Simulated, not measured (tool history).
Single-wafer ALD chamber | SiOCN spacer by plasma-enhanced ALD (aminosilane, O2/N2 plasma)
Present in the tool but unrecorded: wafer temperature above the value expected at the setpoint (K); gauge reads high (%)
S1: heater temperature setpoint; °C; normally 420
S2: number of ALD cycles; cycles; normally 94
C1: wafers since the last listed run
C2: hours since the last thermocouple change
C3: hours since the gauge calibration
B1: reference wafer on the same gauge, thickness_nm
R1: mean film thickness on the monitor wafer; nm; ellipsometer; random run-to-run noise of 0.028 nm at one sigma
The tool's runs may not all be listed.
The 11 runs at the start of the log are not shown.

{"run": 12, "day": 11.792, "S1": 420, "S2": 94, "C1": 97, "C2": 2888.3, "C3": 258.8, "B1": 4.535, "R1": 5.244}
{"run": 13, "day": 14.317, "S1": 420, "S2": 94, "C1": 182, "C2": 2948.9, "C3": 319.4, "B1": 4.544, "R1": 5.28}
{"run": 14, "day": 15.408, "S1": 420, "S2": 94, "C1": 78, "C2": 2975.1, "C3": 345.6, "B1": 4.559, "R1": 5.24}
{"run": 15, "day": 16.838, "S1": 420, "S2": 94, "C1": 103, "C2": 3009.4, "C3": 379.9, "B1": 4.561, "R1": 5.273}
{"run": 16, "day": 17.975, "S1": 420, "S2": 102, "C1": 82, "C2": 3036.7, "C3": 407.2, "B1": 4.57, "R1": 5.781}
{"run": 17, "day": 18.792, "S1": 420, "S2": 102, "C1": 59, "C2": 3056.3, "C3": 426.8, "B1": 4.575, "R1": 5.744}
{"run": 18, "day": 19.979, "S1": 420, "S2": 103, "C1": 85, "C2": 3084.8, "C3": 455.3, "B1": 4.579, "R1": 5.758}
{"day": 20.329, "done": "thermocouple changed; heater temperature recalibrated"}
{"run": 19, "day": 20.967, "S1": 434, "S2": 82, "C1": 47, "C2": 15.3, "C3": 479, "B1": 4.582, "R1": 4.388}
{"run": 20, "day": 22.229, "S1": 432, "S2": 103, "C1": 91, "C2": 45.6, "C3": 509.3, "B1": 4.592, "R1": 5.592}
{"run": 21, "day": 22.85, "S1": 420, "S2": 94, "C1": 44, "C2": 60.5, "C3": 524.2, "B1": 4.597, "R1": 5.325}
{"run": 22, "day": 23.908, "S1": 420, "S2": 94, "C1": 76, "C2": 85.9, "C3": 549.6, "B1": 4.602, "R1": 5.3}
{"day": 24.425, "done": "gauge calibrated"}
{"run": 23, "day": 24.75, "S1": 420, "S2": 103, "C1": 60, "C2": 106.1, "C3": 7.8, "B1": 4.51, "R1": 5.703}
{"run": 24, "day": 25.358, "S1": 408, "S2": 82, "C1": 43, "C2": 120.7, "C3": 22.4, "B1": 4.51, "R1": 4.794}
{"run": 25, "day": 26.021, "S1": 406, "S2": 102, "C1": 47, "C2": 136.6, "C3": 38.3, "B1": 4.502, "R1": 5.932}
{"run": 26, "day": 27.05, "S1": 416, "S2": 94, "C1": 74, "C2": 161.3, "C3": 63, "B1": 4.513, "R1": 5.26}
{"run": 27, "day": 28.129, "S1": 434, "S2": 79, "C1": 77, "C2": 187.2, "C3": 88.9, "B1": 4.501, "R1": 4.165}
{"run": 28, "day": 29.279, "S1": 414, "S2": 80, "C1": 83, "C2": 214.8, "C3": 116.5, "B1": 4.512, "R1": 4.525}
{"run": 29, "day": 30.642, "S1": 408, "S2": 85, "C1": 98, "C2": 247.5, "C3": 149.2, "B1": 4.51, "R1": 4.916}
{"run": 30, "day": 31.7, "S1": 433, "S2": 94, "C1": 76, "C2": 272.9, "C3": 174.6, "B1": 4.512, "R1": 5.021}
{"run": 31, "day": 33.167, "S1": 420, "S2": 94, "C1": 105, "C2": 308.1, "C3": 209.8, "B1": 4.528, "R1": 5.245}
{"run": 32, "day": 33.754, "S1": 428, "S2": 107, "C1": 42, "C2": 322.2, "C3": 223.9, "B1": 4.523, "R1": 5.82}
{"run": 33, "day": 34.921, "S1": 425, "S2": 110, "C1": 84, "C2": 350.2, "C3": 251.9, "B1": 4.53, "R1": 6.057}
{"run": 34, "day": 35.804, "S1": 420, "S2": 107, "C1": 63, "C2": 371.4, "C3": 273.1, "B1": 4.529, "R1": 5.928}
{"run": 35, "day": 37.162, "S1": 420, "S2": 94, "C1": 98, "C2": 404, "C3": 305.7, "B1": 4.526, "R1": 5.202}

5 ways to go on from here, each from the tool as it stands after run 35. What would each give?
{"run": "A", "day": 37.188, "S1": 432, "S2": 94, "C1": 1, "C2": 404.6, "C3": 306.3, "B1": "?", "R1": "?"}
{"run": "B", "day": 37.188, "S1": 407, "S2": 106, "C1": 1, "C2": 404.6, "C3": 306.3, "B1": "?", "R1": "?"}
{"run": "C", "day": 37.188, "S1": 420, "S2": 108, "C1": 1, "C2": 404.6, "C3": 306.3, "B1": "?", "R1": "?"}
{"run": "D", "day": 37.188, "S1": 427, "S2": 82, "C1": 1, "C2": 404.6, "C3": 306.3, "B1": "?", "R1": "?"}
{"run": "E", "day": 37.188, "S1": 431, "S2": 111, "C1": 1, "C2": 404.6, "C3": 306.3, "B1": "?", "R1": "?"}

run=A B1=4.535 R1=5.043
run=B B1=4.535 R1=6.227
run=C B1=4.535 R1=6.058
run=D B1=4.535 R1=4.483
run=E B1=4.535 R1=5.977
With no hidden state in the tool, these same runs would have given:
run=A R1=5.003
run=B R1=6.178
run=C R1=6.011
run=D R1=4.447
run=E R1=5.93
